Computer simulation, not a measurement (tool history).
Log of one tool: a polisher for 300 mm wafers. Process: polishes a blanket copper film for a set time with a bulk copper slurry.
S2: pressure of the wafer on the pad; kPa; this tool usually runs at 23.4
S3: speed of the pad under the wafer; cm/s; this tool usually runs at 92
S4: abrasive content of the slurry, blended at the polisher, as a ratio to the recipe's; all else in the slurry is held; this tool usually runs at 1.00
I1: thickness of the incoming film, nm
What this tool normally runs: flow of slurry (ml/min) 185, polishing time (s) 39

{"run": 1, "hour": 0.0, "flow of slurry (ml/min)": 185, "S2": 23.4, "S3": 92, "S4": 1.0, "polishing time (s)": 49, "I1": 2886.2, "film removed (angstrom)": 4770}
{"run": 2, "hour": 11.8, "flow of slurry (ml/min)": 185, "S2": 23.4, "S3": 92, "S4": 1.0, "polishing time (s)": 49, "I1": 2927.1, "film removed (angstrom)": 4748}
{"run": 3, "hour": 32.8, "flow of slurry (ml/min)": 185, "S2": 23.4, "S3": 74, "S4": 1.0, "polishing time (s)": 39, "I1": 2965.3, "film removed (angstrom)": 3073}
{"run": 4, "hour": 45.3, "flow of slurry (ml/min)": 185, "S2": 23.4, "S3": 74, "S4": 1.0, "polishing time (s)": 39, "I1": 2901.5, "film removed (angstrom)": 3052}
{"run": 5, "hour": 58.7, "flow of slurry (ml/min)": 185, "S2": 23.4, "S3": 78, "S4": 1.0, "polishing time (s)": 39, "I1": 2941.7, "film removed (angstrom)": 3167}
{"run": 6, "hour": 82.4, "flow of slurry (ml/min)": 185, "S2": 23.4, "S3": 78, "S4": 1.0, "polishing time (s)": 39, "I1": 2925.0, "film removed (angstrom)": 3139}
{"run": 7, "hour": 106.6, "flow of slurry (ml/min)": 185, "S2": 23.4, "S3": 78, "S4": 1.0, "polishing time (s)": 39, "I1": 2959.0, "film removed (angstrom)": 3055}
{"hour": 127.8, "done": "worn pad replaced by a new one"}
{"hour": 137.9, "done": "head pressure recalibrated"}
{"run": 8, "hour": 143.8, "flow of slurry (ml/min)": 230, "S2": 29.0, "S3": 92, "S4": 1.0, "polishing time (s)": 39, "I1": 2933.4, "film removed (angstrom)": 4780}
{"run": 9, "hour": 154.3, "flow of slurry (ml/min)": 185, "S2": 23.4, "S3": 92, "S4": 1.15, "polishing time (s)": 39, "I1": 2948.5, "film removed (angstrom)": 3953}
{"run": 10, "hour": 166.4, "flow of slurry (ml/min)": 170, "S2": 23.4, "S3": 100, "S4": 1.0, "polishing time (s)": 39, "I1": 2935.1, "film removed (angstrom)": 4094}
{"run": 11, "hour": 182.5, "flow of slurry (ml/min)": 185, "S2": 23.4, "S3": 120, "S4": 1.1, "polishing time (s)": 39, "I1": 2912.3, "film removed (angstrom)": 5036}
{"run": 12, "hour": 191.3, "flow of slurry (ml/min)": 150, "S2": 23.4, "S3": 60, "S4": 1.0, "polishing time (s)": 46, "I1": 2948.2, "film removed (angstrom)": 2838}
{"run": 13, "hour": 198.8, "flow of slurry (ml/min)": 185, "S2": 23.4, "S3": 100, "S4": 1.3, "polishing time (s)": 39, "I1": 2943.6, "film removed (angstrom)": 4351}
{"run": 14, "hour": 215.2, "flow of slurry (ml/min)": 120, "S2": 23.4, "S3": 92, "S4": 1.0, "polishing time (s)": 39, "I1": 2899.6, "film removed (angstrom)": 3549}
{"run": 15, "hour": 222.5, "flow of slurry (ml/min)": 185, "S2": 23.4, "S3": 92, "S4": 1.0, "polishing time (s)": 39, "I1": 2957.0, "film removed (angstrom)": 3673}
{"run": 16, "hour": 230.9, "flow of slurry (ml/min)": 185, "S2": 23.4, "S3": 92, "S4": 1.0, "polishing time (s)": 39, "I1": 2982.7, "film removed (angstrom)": 3687}
{"run": 17, "hour": 246.7, "flow of slurry (ml/min)": 185, "S2": 17.9, "S3": 92, "S4": 1.0, "polishing time (s)": 39, "I1": 2950.3, "film removed (angstrom)": 2805}
{"run": 18, "hour": 259.2, "flow of slurry (ml/min)": 120, "S2": 23.4, "S3": 92, "S4": 1.0, "polishing time (s)": 39, "I1": 2983.7, "film removed (angstrom)": 3421}
{"hour": 269.4, "done": "slurry blender recalibrated"}
{"hour": 272.1, "done": "worn pad replaced by a new one"}
{"run": 19, "hour": 272.6, "flow of slurry (ml/min)": 145, "S2": 23.4, "S3": 92, "S4": 1.0, "polishing time (s)": 39, "I1": 2904.0, "film removed (angstrom)": 3694}
{"run": 20, "hour": 287.7, "flow of slurry (ml/min)": 225, "S2": 30.3, "S3": 92, "S4": 1.2, "polishing time (s)": 26, "I1": 2979.5, "film removed (angstrom)": 3513}
{"run": 21, "hour": 300.5, "flow of slurry (ml/min)": 185, "S2": 23.4, "S3": 108, "S4": 1.0, "polishing time (s)": 39, "I1": 2987.8, "film removed (angstrom)": 4438}
{"hour": 314.2, "done": "slurry nozzle cleaned"}
{"run": 22, "hour": 317.0, "flow of slurry (ml/min)": 185, "S2": 23.4, "S3": 92, "S4": 1.2, "polishing time (s)": 29, "I1": 2939.9, "film removed (angstrom)": 2927}
{"run": 23, "hour": 351.2, "flow of slurry (ml/min)": 185, "S2": 23.4, "S3": 92, "S4": 1.0, "polishing time (s)": 39, "I1": 2949.5, "film removed (angstrom)": 3697}
{"run": 24, "hour": 369.2, "flow of slurry (ml/min)": 185, "S2": 17.2, "S3": 92, "S4": 1.0, "polishing time (s)": 39, "I1": 2898.8, "film removed (angstrom)": 2682}
{"run": 25, "hour": 375.6, "flow of slurry (ml/min)": 185, "S2": 23.4, "S3": 92, "S4": 1.0, "polishing time (s)": 39, "I1": 2934.1, "film removed (angstrom)": 3677}
{"run": 26, "hour": 390.8, "flow of slurry (ml/min)": 185, "S2": 23.4, "S3": 92, "S4": 1.0, "polishing time (s)": 39, "I1": 2969.0, "film removed (angstrom)": 3657}
{"run": 27, "hour": 401.8, "flow of slurry (ml/min)": 185, "S2": 23.4, "S3": 92, "S4": 1.0, "polishing time (s)": 39, "I1": 2957.5, "film removed (angstrom)": 3609}
{"run": 28, "hour": 408.8, "flow of slurry (ml/min)": 240, "S2": 15.9, "S3": 92, "S4": 1.0, "polishing time (s)": 26, "I1": 2883.2, "film removed (angstrom)": 1652}
{"hour": 418.2, "done": "worn pad replaced by a new one"}
{"run": 29, "hour": 424.3, "flow of slurry (ml/min)": 185, "S2": 23.4, "S3": 92, "S4": 1.0, "polishing time (s)": 29, "I1": 3001.8, "film removed (angstrom)": 2791}

Here are 5 independent what-if runs from the current tool condition. What would each one return?
{"run": "A", "hour": 424.7, "flow of slurry (ml/min)": 185, "S2": 23.4, "S3": 92, "S4": 1.1, "polishing time (s)": 39, "I1": 2944.4, "film removed (angstrom)": "?"}
{"run": "B", "hour": 424.7, "flow of slurry (ml/min)": 230, "S2": 31.7, "S3": 78, "S4": 1.0, "polishing time (s)": 47, "I1": 2944.4, "film removed (angstrom)": "?"}
{"run": "C", "hour": 424.7, "flow of slurry (ml/min)": 185, "S2": 23.4, "S3": 84, "S4": 1.0, "polishing time (s)": 33, "I1": 2944.4, "film removed (angstrom)": "?"}
{"run": "D", "hour": 424.7, "flow of slurry (ml/min)": 185, "S2": 18.6, "S3": 92, "S4": 1.0, "polishing time (s)": 39, "I1": 2944.4, "film removed (angstrom)": "?"}
{"run": "E", "hour": 424.7, "flow of slurry (ml/min)": 135, "S2": 15.9, "S3": 92, "S4": 1.15, "polishing time (s)": 39, "I1": 2944.4, "film removed (angstrom)": "?"}

run=A film_removed_(angstrom)=3842
run=B film_removed_(angstrom)=5290
run=C film_removed_(angstrom)=2898
run=D film_removed_(angstrom)=2979
run=E film_removed_(angstrom)=2548
Take away the tool's hidden state, keep each run's random variation, and the runs would have read:
run=A film_removed_(angstrom)=3897
run=B film_removed_(angstrom)=5365
run=C film_removed_(angstrom)=2939
run=D film_removed_(angstrom)=3021
run=E film_removed_(angstrom)=2584
